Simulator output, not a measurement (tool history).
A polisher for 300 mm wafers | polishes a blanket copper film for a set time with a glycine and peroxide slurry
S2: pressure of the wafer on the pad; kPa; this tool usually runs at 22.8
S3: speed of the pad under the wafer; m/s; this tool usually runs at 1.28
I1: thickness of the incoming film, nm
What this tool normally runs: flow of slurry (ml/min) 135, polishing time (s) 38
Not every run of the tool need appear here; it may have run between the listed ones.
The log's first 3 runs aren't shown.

{"run": 4, "day": 9.154, "flow of slurry (ml/min)": 135, "S2": 22.8, "S3": 1.62, "polishing time (s)": 38, "I1": 2378.3, "film removed (nm)": 314.6}
{"run": 5, "day": 12.45, "flow of slurry (ml/min)": 135, "S2": 22.8, "S3": 1.62, "polishing time (s)": 38, "I1": 2361.5, "film removed (nm)": 313.5}
{"run": 6, "day": 14.608, "flow of slurry (ml/min)": 135, "S2": 22.8, "S3": 1.62, "polishing time (s)": 38, "I1": 2349.0, "film removed (nm)": 307.0}
{"run": 7, "day": 17.908, "flow of slurry (ml/min)": 135, "S2": 22.8, "S3": 1.28, "polishing time (s)": 38, "I1": 2333.6, "film removed (nm)": 240.0}
{"run": 8, "day": 19.675, "flow of slurry (ml/min)": 135, "S2": 22.8, "S3": 1.28, "polishing time (s)": 38, "I1": 2386.5, "film removed (nm)": 244.1}
{"run": 9, "day": 21.721, "flow of slurry (ml/min)": 135, "S2": 22.8, "S3": 1.28, "polishing time (s)": 43, "I1": 2353.5, "film removed (nm)": 260.2}
{"day": 26.571, "done": "slurry nozzle cleaned"}
{"run": 10, "day": 31.046, "flow of slurry (ml/min)": 135, "S2": 22.8, "S3": 1.28, "polishing time (s)": 38, "I1": 2339.3, "film removed (nm)": 247.2}
{"day": 31.221, "done": "worn pad replaced by a new one"}
{"day": 34.346, "done": "head pressure recalibrated"}
{"run": 11, "day": 43.279, "flow of slurry (ml/min)": 120, "S2": 22.8, "S3": 1.28, "polishing time (s)": 38, "I1": 2309.5, "film removed (nm)": 249.7}
{"run": 12, "day": 45.883, "flow of slurry (ml/min)": 145, "S2": 22.8, "S3": 1.28, "polishing time (s)": 38, "I1": 2326.3, "film removed (nm)": 258.0}
{"run": 13, "day": 47.646, "flow of slurry (ml/min)": 145, "S2": 22.8, "S3": 1.28, "polishing time (s)": 38, "I1": 2361.8, "film removed (nm)": 249.7}
{"run": 14, "day": 49.804, "flow of slurry (ml/min)": 145, "S2": 22.8, "S3": 1.28, "polishing time (s)": 38, "I1": 2381.5, "film removed (nm)": 245.5}
{"run": 15, "day": 53.646, "flow of slurry (ml/min)": 155, "S2": 22.8, "S3": 1.28, "polishing time (s)": 38, "I1": 2383.9, "film removed (nm)": 248.8}
{"day": 54.458, "done": "slurry nozzle cleaned"}
{"run": 16, "day": 56.492, "flow of slurry (ml/min)": 155, "S2": 22.8, "S3": 1.28, "polishing time (s)": 38, "I1": 2321.5, "film removed (nm)": 258.8}
{"day": 57.971, "done": "worn pad replaced by a new one"}
{"run": 17, "day": 60.346, "flow of slurry (ml/min)": 135, "S2": 22.8, "S3": 1.28, "polishing time (s)": 45, "I1": 2331.5, "film removed (nm)": 326.2}
{"run": 18, "day": 64.325, "flow of slurry (ml/min)": 135, "S2": 22.8, "S3": 1.28, "polishing time (s)": 29, "I1": 2307.9, "film removed (nm)": 202.8}
{"run": 19, "day": 66.233, "flow of slurry (ml/min)": 165, "S2": 24.8, "S3": 0.98, "polishing time (s)": 31, "I1": 2331.4, "film removed (nm)": 191.1}
{"run": 20, "day": 69.762, "flow of slurry (ml/min)": 135, "S2": 17.9, "S3": 1.28, "polishing time (s)": 26, "I1": 2367.2, "film removed (nm)": 154.3}
{"run": 21, "day": 73.554, "flow of slurry (ml/min)": 135, "S2": 22.8, "S3": 1.28, "polishing time (s)": 34, "I1": 2341.7, "film removed (nm)": 221.1}
{"run": 22, "day": 76.788, "flow of slurry (ml/min)": 145, "S2": 26.2, "S3": 0.94, "polishing time (s)": 44, "I1": 2364.8, "film removed (nm)": 234.0}
{"run": 23, "day": 78.554, "flow of slurry (ml/min)": 100, "S2": 22.8, "S3": 1.28, "polishing time (s)": 34, "I1": 2303.3, "film removed (nm)": 191.1}
{"run": 24, "day": 81.304, "flow of slurry (ml/min)": 95, "S2": 22.8, "S3": 1.54, "polishing time (s)": 51, "I1": 2318.9, "film removed (nm)": 321.6}

The next listed run, before its measurement:
{"run": 25, "day": 83.567, "flow of slurry (ml/min)": 175, "S2": 30.3, "S3": 1.48, "polishing time (s)": 27, "I1": 2285.3, "film removed (nm)": "?"}

film removed (nm): 232.9
Were there no unlogged condition in the tool, this run, its random variation unchanged, would have produced film removed (nm) 287.8.
